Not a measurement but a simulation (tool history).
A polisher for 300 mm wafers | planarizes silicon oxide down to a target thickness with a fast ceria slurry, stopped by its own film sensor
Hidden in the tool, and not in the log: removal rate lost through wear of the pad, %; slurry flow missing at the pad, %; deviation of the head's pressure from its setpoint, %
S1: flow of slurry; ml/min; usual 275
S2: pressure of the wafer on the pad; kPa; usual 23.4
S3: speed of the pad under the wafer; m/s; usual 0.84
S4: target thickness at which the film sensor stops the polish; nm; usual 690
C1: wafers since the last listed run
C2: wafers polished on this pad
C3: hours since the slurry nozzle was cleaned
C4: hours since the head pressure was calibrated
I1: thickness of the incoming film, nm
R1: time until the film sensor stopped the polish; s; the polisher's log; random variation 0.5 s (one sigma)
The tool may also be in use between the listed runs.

run 1 day=0.000 | S1=275 S2=23.4 S3=0.74 S4=690 | C1=0 C2=5577 C3=335.8 C4=151.6 | I1=1434.4 | R1=53.2
-- day=2.067 worn pad replaced by a new one
run 2 day=2.971 | S1=275 S2=25.5 S3=0.92 S4=690 | C1=835 C2=269 C3=407.1 C4=222.9 | I1=1409.6 | R1=38.6
run 3 day=5.896 | S1=275 S2=23.4 S3=0.84 S4=690 | C1=871 C2=1141 C3=477.3 C4=293.1 | I1=1423.7 | R1=46.5
run 4 day=8.679 | S1=275 S2=23.4 S3=0.84 S4=690 | C1=829 C2=1970 C3=544.1 C4=359.9 | I1=1437.9 | R1=47.6
-- day=10.817 slurry nozzle cleaned
run 5 day=11.162 | S1=275 S2=23.4 S3=0.84 S4=690 | C1=727 C2=2698 C3=8.3 C4=419.5 | I1=1432.9 | R1=46.0
run 6 day=13.725 | S1=275 S2=23.4 S3=0.84 S4=555 | C1=763 C2=3461 C3=69.8 C4=481.0 | I1=1422.4 | R1=55.5
run 7 day=15.171 | S1=275 S2=23.4 S3=0.84 S4=555 | C1=430 C2=3892 C3=104.5 C4=515.7 | I1=1415.7 | R1=54.9
-- day=15.317 head pressure recalibrated
run 8 day=17.421 | S1=275 S2=26.2 S3=0.76 S4=690 | C1=645 C2=4538 C3=158.5 C4=50.5 | I1=1408.5 | R1=45.2
run 9 day=18.779 | S1=275 S2=23.4 S3=0.84 S4=690 | C1=404 C2=4942 C3=191.1 C4=83.1 | I1=1414.7 | R1=46.5
run 10 day=21.246 | S1=275 S2=23.4 S3=0.84 S4=690 | C1=735 C2=5678 C3=250.3 C4=142.3 | I1=1426.6 | R1=46.9
-- day=24.250 worn pad replaced by a new one
run 11 day=28.754 | S1=275 S2=23.4 S3=0.84 S4=690 | C1=2187 C2=1341 C3=430.5 C4=322.5 | I1=1425.4 | R1=47.1
run 12 day=31.671 | S1=275 S2=23.4 S3=0.84 S4=690 | C1=869 C2=2210 C3=500.5 C4=392.5 | I1=1445.2 | R1=48.1
-- day=33.958 head pressure recalibrated
-- day=36.012 slurry nozzle cleaned
run 13 day=38.225 | S1=275 S2=23.4 S3=1.00 S4=690 | C1=1915 C2=4126 C3=53.1 C4=102.4 | I1=1411.7 | R1=37.8
run 14 day=41.112 | S1=275 S2=23.4 S3=1.00 S4=690 | C1=860 C2=4986 C3=122.4 C4=171.7 | I1=1407.4 | R1=38.3
run 15 day=43.938 | S1=275 S2=23.4 S3=1.00 S4=690 | C1=841 C2=5828 C3=190.2 C4=239.5 | I1=1457.6 | R1=41.4
run 16 day=46.375 | S1=190 S2=18.6 S3=1.10 S4=508 | C1=726 C2=6554 C3=248.7 C4=298.0 | I1=1415.4 | R1=57.2
run 17 day=48.867 | S1=275 S2=15.9 S3=0.60 S4=490 | C1=742 C2=7297 C3=308.5 C4=357.8 | I1=1452.5 | R1=128.2
-- day=49.175 worn pad replaced by a new one
run 18 day=51.204 | S1=185 S2=26.2 S3=1.08 S4=690 | C1=646 C2=604 C3=364.6 C4=413.9 | I1=1428.2 | R1=33.6
run 19 day=53.058 | S1=275 S2=23.4 S3=1.06 S4=690 | C1=552 C2=1156 C3=409.1 C4=458.4 | I1=1434.1 | R1=37.6
-- day=55.108 head pressure recalibrated
run 20 day=55.242 | S1=275 S2=23.4 S3=0.94 S4=596 | C1=625 C2=1782 C3=461.5 C4=3.2 | I1=1429.5 | R1=46.9
run 21 day=57.846 | S1=275 S2=26.2 S3=0.84 S4=690 | C1=775 C2=2558 C3=524.0 C4=65.7 | I1=1431.1 | R1=41.6
run 22 day=59.517 | S1=275 S2=23.4 S3=0.84 S4=690 | C1=497 C2=3056 C3=564.1 C4=105.8 | I1=1431.6 | R1=46.7
-- day=60.129 slurry nozzle cleaned
run 23 day=61.996 | S1=275 S2=23.4 S3=0.66 S4=690 | C1=726 C2=3782 C3=44.8 C4=165.3 | I1=1451.3 | R1=60.3
run 24 day=67.117 | S1=320 S2=15.9 S3=0.84 S4=690 | C1=1525 C2=5308 C3=167.7 C4=288.2 | I1=1422.8 | R1=68.2
run 25 day=69.388 | S1=275 S2=29.6 S3=0.98 S4=690 | C1=676 C2=5985 C3=222.2 C4=342.7 | I1=1454.3 | R1=32.8
run 26 day=70.738 | S1=275 S2=15.2 S3=0.62 S4=690 | C1=402 C2=6387 C3=254.6 C4=375.1 | I1=1451.3 | R1=99.3
-- day=71.362 worn pad replaced by a new one
run 27 day=71.892 | S1=365 S2=17.2 S3=0.84 S4=553 | C1=294 C2=157 C3=282.3 C4=402.8 | I1=1428.9 | R1=73.4
run 28 day=73.525 | S1=275 S2=23.4 S3=0.84 S4=939 | C1=486 C2=643 C3=321.5 C4=442.0 | I1=1426.1 | R1=30.9
-- day=74.046 head pressure recalibrated
run 29 day=76.375 | S1=190 S2=20.7 S3=0.84 S4=690 | C1=824 C2=1468 C3=389.9 C4=55.9 | I1=1421.3 | R1=54.8
run 30 day=79.117 | S1=185 S2=26.2 S3=1.08 S4=690 | C1=816 C2=2285 C3=455.7 C4=121.7 | I1=1429.3 | R1=33.3
-- day=79.675 slurry nozzle cleaned
run 31 day=82.029 | S1=320 S2=15.9 S3=0.84 S4=690 | C1=855 C2=3140 C3=56.5 C4=191.6 | I1=1411.7 | R1=65.8
run 32 day=83.396 | S1=275 S2=23.4 S3=0.84 S4=690 | C1=407 C2=3548 C3=89.3 C4=224.4 | I1=1453.7 | R1=48.5
run 33 day=85.800 | S1=340 S2=29.6 S3=1.00 S4=623 | C1=716 C2=4264 C3=147.0 C4=282.1 | I1=1422.4 | R1=32.8
run 34 day=88.454 | S1=275 S2=23.4 S3=0.84 S4=690 | C1=790 C2=5055 C3=210.7 C4=345.8 | I1=1419.4 | R1=45.3
run 35 day=90.529 | S1=305 S2=23.4 S3=1.08 S4=690 | C1=618 C2=5673 C3=260.5 C4=395.6 | I1=1406.9 | R1=35.1
-- day=93.771 head pressure recalibrated
-- day=96.300 worn pad replaced by a new one
run 36 day=97.771 | S1=275 S2=23.4 S3=0.84 S4=690 | C1=2083 C2=437 C3=434.3 C4=96.0 | I1=1420.5 | R1=46.0
run 37 day=99.592 | S1=300 S2=17.9 S3=0.84 S4=690 | C1=542 C2=980 C3=478.0 C4=139.7 | I1=1408.9 | R1=59.1

How the hidden state differs across the entries between the runs, from the last listed run before each to the first after it:
Between runs 1 and 2: worn pad replaced by a new one (day 2.067)
  no hidden state differs between the two runs
Between runs 4 and 5: slurry nozzle cleaned (day 10.817)
  no hidden state differs between the two runs
Between runs 7 and 8: head pressure recalibrated (day 15.317)
  no hidden state differs between the two runs
Between runs 10 and 11: worn pad replaced by a new one (day 24.250)
  no hidden state differs between the two runs
Between runs 12 and 13: head pressure recalibrated (day 33.958); slurry nozzle cleaned (day 36.012)
  no hidden state differs between the two runs
Between runs 17 and 18: worn pad replaced by a new one (day 49.175)
  no hidden state differs between the two runs
Between runs 19 and 20: head pressure recalibrated (day 55.108)
  no hidden state differs between the two runs
Between runs 22 and 23: slurry nozzle cleaned (day 60.129)
  no hidden state differs between the two runs
Between runs 26 and 27: worn pad replaced by a new one (day 71.362)
  no hidden state differs between the two runs
Between runs 28 and 29: head pressure recalibrated (day 74.046)
  no hidden state differs between the two runs
Between runs 30 and 31: slurry nozzle cleaned (day 79.675)
  no hidden state differs between the two runs
Between runs 35 and 36: head pressure recalibrated (day 93.771); worn pad replaced by a new one (day 96.300)
  no hidden state differs between the two runs
